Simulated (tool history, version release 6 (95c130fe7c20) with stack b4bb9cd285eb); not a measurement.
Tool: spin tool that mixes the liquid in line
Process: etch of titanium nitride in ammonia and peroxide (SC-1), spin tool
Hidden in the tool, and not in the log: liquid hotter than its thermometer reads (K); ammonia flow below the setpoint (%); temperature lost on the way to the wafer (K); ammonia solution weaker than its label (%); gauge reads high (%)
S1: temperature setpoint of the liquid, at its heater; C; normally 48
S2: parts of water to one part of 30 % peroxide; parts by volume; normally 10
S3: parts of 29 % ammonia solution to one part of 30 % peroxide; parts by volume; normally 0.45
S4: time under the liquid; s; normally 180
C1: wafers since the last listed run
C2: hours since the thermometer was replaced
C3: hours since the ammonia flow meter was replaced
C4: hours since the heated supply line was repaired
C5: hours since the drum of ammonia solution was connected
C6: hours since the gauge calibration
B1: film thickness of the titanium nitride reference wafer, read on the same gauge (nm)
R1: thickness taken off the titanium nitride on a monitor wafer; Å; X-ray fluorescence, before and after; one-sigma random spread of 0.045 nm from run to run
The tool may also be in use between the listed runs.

run   hour    S1  S2    S3   S4  C1      C2      C3     C4     C5     C6     B1     R1
  1      0    48  10  0.45  180   0  2430.9  1135.7  434.1  272.8   77.1  40.04   74.2
  2   10.7    48  13   0.3  180  50  2441.6  1146.4  444.8  283.5   87.8  39.97   59.2
  3     25    48  13   0.3  180  67  2455.9  1160.7  459.1  297.8  102.1  40.01   59.3
  4   41.4    48  13   0.3  180  77  2472.3  1177.1  475.5  314.2  118.5     40   59.3
  5   54.3  55.5  14  0.45  180  61  2485.2    1190  488.4  327.1  131.4  39.96  102.1
      62.4  -- ammonia flow meter replaced
  6   70.1    48  15   0.5  215  70    2501     7.7  504.2  342.9  147.2  40.01     72
  7   87.3    40  10   0.3  180  81  2518.2    24.9  521.4  360.1  164.4     40   38.3
      95.7  -- thermometer replaced
  8    100    48  10  0.45  180  55     4.3    37.6  534.1  372.8  177.1     40   73.3
  9  116.8    54  10  0.55  140  79    21.1    54.4  550.9  389.6  193.9  40.03   88.8
 10  127.8    48  10  0.45  180  52    32.1    65.4  561.9  400.6  204.9  39.97   73.5
 11  139.7    39  10  0.45  105  56      44    77.3  573.8  412.5  216.8  39.99   22.3
     146.2  -- new drum of ammonia solution connected
 12  151.6    48  10   0.5  180  51    55.9    89.2  585.7    5.4  228.7  39.98   75.9

Run 13, settings as shown, results not yet in. Your forecast:
 13  162.2  48  12.5  0.45  180  50  66.5  99.8  596.3  16  239.3   ?   ?

B1: 39.99
R1: 67 Å
Without the tool's hidden state the same run would have given R1 67.1 Å.
